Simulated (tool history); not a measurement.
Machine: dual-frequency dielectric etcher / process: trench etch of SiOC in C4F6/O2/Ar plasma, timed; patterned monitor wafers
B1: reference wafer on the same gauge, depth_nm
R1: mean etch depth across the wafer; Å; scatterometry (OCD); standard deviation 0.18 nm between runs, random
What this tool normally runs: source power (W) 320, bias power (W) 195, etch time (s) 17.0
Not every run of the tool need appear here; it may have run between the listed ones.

Run 1, hour 0.0: usual settings but bias power (W) 179; B1 25.20. Result: R1 285.1 Å.
Run 2, hour 33.7: usual settings but bias power (W) 179; B1 25.19. Result: R1 285.6 Å.
At hour 90.0: wet clean of the chamber.
Run 3, hour 90.5: usual settings; B1 25.17. Result: R1 280.0 Å.
Run 4, hour 155.4: usual settings; B1 25.18. Result: R1 283.0 Å.
Run 5, hour 223.8: usual settings; B1 25.18. Result: R1 280.5 Å.
Run 6, hour 263.6: usual settings; B1 25.22. Result: R1 282.9 Å.
Run 7, hour 350.7: usual settings but source power (W) 290, etch time (s) 15.5; B1 25.22. Result: R1 255.0 Å.
Run 8, hour 458.2: usual settings; B1 25.21. Result: R1 286.4 Å.
Run 9, hour 556.9: usual settings but bias power (W) 182, etch time (s) 15.5; B1 25.15. Result: R1 259.5 Å.
Run 10, hour 622.6: usual settings but source power (W) 390; B1 25.23. Result: R1 306.1 Å.
At hour 649.7: wet clean of the chamber.
Run 11, hour 724.8: usual settings but bias power (W) 237; B1 25.16. Result: R1 294.2 Å.
Run 12, hour 777.6: usual settings but source power (W) 290, bias power (W) 214, etch time (s) 20.0; B1 25.18. Result: R1 328.5 Å.
Run 13, hour 828.2: usual settings; B1 25.19. Result: R1 282.8 Å.
Run 14, hour 894.1: usual settings but bias power (W) 231; B1 25.19. Result: R1 294.0 Å.
Run 15, hour 951.5: usual settings but source power (W) 260, bias power (W) 159; B1 25.19. Result: R1 253.4 Å.
Run 16, hour 1067.9: usual settings; B1 25.18. Result: R1 287.8 Å.
Run 17, hour 1110.8: usual settings but source power (W) 280, bias power (W) 180, etch time (s) 19.5; B1 25.19. Result: R1 311.7 Å.
Run 18, hour 1216.5: usual settings but bias power (W) 241, etch time (s) 18.5; B1 25.21. Result: R1 330.2 Å.
Run 19, hour 1284.3: usual settings but source power (W) 280, bias power (W) 240; B1 25.15. Result: R1 293.7 Å.
At hour 1372.6: wet clean of the chamber.
Run 20, hour 1386.3: usual settings but source power (W) 350, etch time (s) 21.0; B1 25.26. Result: R1 353.6 Å.
Run 21, hour 1429.7: usual settings but source power (W) 290, bias power (W) 214, etch time (s) 19.0; B1 25.17. Result: R1 312.0 Å.
Run 22, hour 1486.1: usual settings but source power (W) 390, bias power (W) 225; B1 25.22. Result: R1 308.1 Å.
Run 23, hour 1559.6: usual settings but etch time (s) 14.0; B1 25.18. Result: R1 231.4 Å.
Run 24, hour 1665.8: usual settings but etch time (s) 22.0; B1 25.15. Result: R1 365.3 Å.
Run 25, hour 1753.8: usual settings but bias power (W) 234, etch time (s) 18.5; B1 25.22. Result: R1 327.1 Å.
Run 26, hour 1812.3: usual settings but bias power (W) 215; B1 25.19. Result: R1 295.1 Å.
At hour 1824.6: bias power generator calibrated.
Run 27, hour 1899.5: usual settings but source power (W) 300, bias power (W) 239, etch time (s) 12.5; B1 25.20. Result: R1 219.3 Å.
Run 28, hour 1968.2: usual settings; B1 25.18. Result: R1 289.8 Å.
Run 29, hour 2039.0: usual settings but etch time (s) 20.0; B1 25.21. Result: R1 340.9 Å.
At hour 2081.6: wet clean of the chamber.
Run 30, hour 2128.4: usual settings; B1 25.21. Result: R1 280.6 Å.

4 options for the next run, each taken on its own from the tool as it stands now. Forecast them:
Run A, hour 2128.8: usual settings; B1 ?. Result: R1 ?.
Run B, hour 2128.8: usual settings but source power (W) 300, bias power (W) 163, etch time (s) 22.0; B1 ?. Result: R1 ?.
Run C, hour 2128.8: usual settings but source power (W) 240, bias power (W) 154, etch time (s) 15.5; B1 ?. Result: R1 ?.
Run D, hour 2128.8: usual settings but source power (W) 380, bias power (W) 147, etch time (s) 15.5; B1 ?. Result: R1 ?.

run     B1     R1
  A  25.23  286.3
  B  25.23  349.0
  C  25.23  229.0
  D  25.23  257.0
With the hidden condition removed and each run's random variation left untouched, the same runs would have given:
run     R1
  A  284.3
  B  346.6
  C  227.4
  D  255.2
